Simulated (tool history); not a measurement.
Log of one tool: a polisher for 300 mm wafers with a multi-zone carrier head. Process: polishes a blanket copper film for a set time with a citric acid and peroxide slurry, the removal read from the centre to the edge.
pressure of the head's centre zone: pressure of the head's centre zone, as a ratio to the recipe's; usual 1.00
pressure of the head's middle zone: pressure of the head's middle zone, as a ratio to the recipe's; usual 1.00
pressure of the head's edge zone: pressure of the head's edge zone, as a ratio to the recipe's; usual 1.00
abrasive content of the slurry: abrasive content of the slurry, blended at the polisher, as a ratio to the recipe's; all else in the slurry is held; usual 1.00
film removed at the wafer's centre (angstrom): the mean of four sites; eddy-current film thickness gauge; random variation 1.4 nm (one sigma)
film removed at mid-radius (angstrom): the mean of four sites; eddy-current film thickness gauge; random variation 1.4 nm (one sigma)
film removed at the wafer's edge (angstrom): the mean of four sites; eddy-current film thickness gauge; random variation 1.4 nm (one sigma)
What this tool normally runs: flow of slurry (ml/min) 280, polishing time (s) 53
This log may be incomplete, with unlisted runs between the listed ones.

run   hour  flow of slurry (ml/min)  pressure of the head's centre zone  pressure of the head's middle zone  pressure of the head's edge zone  abrasive content of the slurry  polishing time (s)  incoming thickness of the incoming film, nm  film removed at the wafer's centre (angstrom)  film removed at mid-radius (angstrom)  film removed at the wafer's edge (angstrom)
  1    0.0                      280                                1.00                                0.96                              1.00                            1.00                  53                                       1050.0                                           1509                                   1453                                         1422
  2    4.9                      280                                1.07                                1.00                              1.00                            1.00                  53                                       1051.2                                           1598                                   1494                                         1450
  3   11.5                      280                                1.07                                1.00                              1.00                            1.00                  53                                       1044.7                                           1591                                   1476                                         1464
  4   28.9                      280                                1.07                                1.00                              1.00                            1.00                  53                                       1044.0                                           1594                                   1485                                         1450
  5   38.6                      280                                1.00                                1.00                              1.00                            1.00                  53                                       1032.3                                           1492                                   1493                                         1458
      53.1  -- worn pad replaced by a new one
  6   53.6                      280                                1.00                                1.00                              1.00                            1.00                  53                                       1060.7                                           1518                                   1507                                         1450
  7   59.1                      305                                1.00                                1.00                              1.00                            1.00                  53                                       1043.3                                           1504                                   1513                                         1461
  8   73.7                      305                                1.00                                1.00                              1.00                            1.00                  53                                       1051.3                                           1511                                   1504                                         1473
      83.6  -- carrier head's membrane replaced by a new one
  9   84.1                      280                                1.00                                1.00                              1.00                            1.00                  53                                       1051.4                                           1500                                   1477                                         1452
 10   86.4                      280                                1.00                                1.00                              0.93                            1.00                  40                                       1061.8                                           1122                                   1129                                         1058
 11   96.0                      280                                1.00                                1.00                              1.00                            1.00                  53                                       1071.9                                           1484                                   1520                                         1452
     106.2  -- worn pad replaced by a new one
 12  113.2                      365                                1.00                                1.00                              1.04                            1.00                  53                                       1068.0                                           1516                                   1554                                         1499
     123.6  -- slurry nozzle cleaned
     131.7  -- centre zone pressure recalibrated
 13  132.2                      280                                1.07                                1.00                              1.00                            1.00                  53                                       1041.8                                           1601                                   1519                                         1457
     137.5  -- edge zone pressure recalibrated
 14  138.0                      280                                1.00                                1.00                              1.00                            0.80                  53                                       1039.6                                           1453                                   1451                                         1418
     161.6  -- worn pad replaced by a new one
 15  162.0                      280                                1.00                                1.00                              1.06                            1.00                  37                                       1046.4                                           1034                                   1037                                         1054
 16  174.4                      280                                1.00                                1.00                              1.00                            1.00                  53                                       1031.3                                           1508                                   1487                                         1448
 17  187.6                      280                                1.00                                1.00                              1.00                            1.10                  43                                       1045.6                                           1229                                   1233                                         1204
 18  199.5                      280                                1.00                                1.00                              1.00                            0.75                  53                                       1054.4                                           1418                                   1449                                         1388
 19  207.8                      280                                1.00                                1.00                              1.00                            1.00                  53                                       1052.2                                           1497                                   1503                                         1453
     217.2  -- worn pad replaced by a new one
 20  217.7                      355                                1.00                                1.00                              0.90                            1.00                  53                                       1054.7                                           1503                                   1522                                         1424

5 options for the next run, each taken on its own from the tool as it stands now. Forecast them:
  A  218.1                      280                                1.00                                1.00                              0.93                            1.00                  53                                       1051.3                                              ?                                      ?                                            ?
  B  218.1                      280                                1.00                                1.00                              1.07                            1.30                  53                                       1051.3                                              ?                                      ?                                            ?
  C  218.1                      280                                1.03                                1.00                              1.00                            1.20                  53                                       1051.3                                              ?                                      ?                                            ?
  D  218.1                      280                                1.11                                0.91                              0.93                            1.00                  53                                       1051.3                                              ?                                      ?                                            ?
  E  218.1                      360                                0.96                                1.00                              1.00                            1.00                  53                                       1051.3                                              ?                                      ?                                            ?

run  film removed at the wafer's centre (angstrom)  film removed at mid-radius (angstrom)  film removed at the wafer's edge (angstrom)
  A                                           1505                                   1488                                         1396
  B                                           1562                                   1544                                         1550
  C                                           1591                                   1526                                         1482
  D                                           1671                                   1404                                         1397
  E                                           1469                                   1511                                         1461
Take away the tool's hidden state, keep each run's random variation, and the runs would have read:
run  film removed at the wafer's centre (angstrom)  film removed at mid-radius (angstrom)  film removed at the wafer's edge (angstrom)
  A                                           1505                                   1488                                         1396
  B                                           1562                                   1544                                         1550
  C                                           1591                                   1526                                         1482
  D                                           1671                                   1404                                         1397
  E                                           1469                                   1511                                         1461
